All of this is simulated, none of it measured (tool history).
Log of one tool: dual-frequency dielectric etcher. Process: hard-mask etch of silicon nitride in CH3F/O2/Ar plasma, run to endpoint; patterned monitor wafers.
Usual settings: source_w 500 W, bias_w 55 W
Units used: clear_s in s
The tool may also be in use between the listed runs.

run,day,source_w,bias_w,"incoming incoming film thickness, nm",clear_s
1,0,530,61,28.34,35.1
2,0.292,500,55,28.48,38
3,0.983,500,55,28.32,38
4,1.525,500,55,28.79,38.4
5,1.996,500,55,28.5,38.1
6,2.617,500,55,28.61,38.3
# day 3.312: source power generator calibrated
7,3.346,500,55,28.61,38
# day 3.533: bias power generator calibrated
# day 4.838: upper electrode replaced
8,4.858,500,55,28.68,38.2
9,4.875,540,50,28.34,37.8
# day 6.142: wet clean of the chamber
10,6.162,550,55,28.6,38
11,6.175,410,65,28.46,41.5
12,6.425,500,55,28.52,40
13,6.917,500,55,28.57,39.9
14,7.583,550,62,28.44,35.6
15,8.021,540,55,28.53,38.1

Expected results for the next run?
16,8.45,600,66,28.64,?

{"run 16": {"clear_s": 33.1}}
With no hidden state in the tool, this same run would have given clear_s 33.4 s.

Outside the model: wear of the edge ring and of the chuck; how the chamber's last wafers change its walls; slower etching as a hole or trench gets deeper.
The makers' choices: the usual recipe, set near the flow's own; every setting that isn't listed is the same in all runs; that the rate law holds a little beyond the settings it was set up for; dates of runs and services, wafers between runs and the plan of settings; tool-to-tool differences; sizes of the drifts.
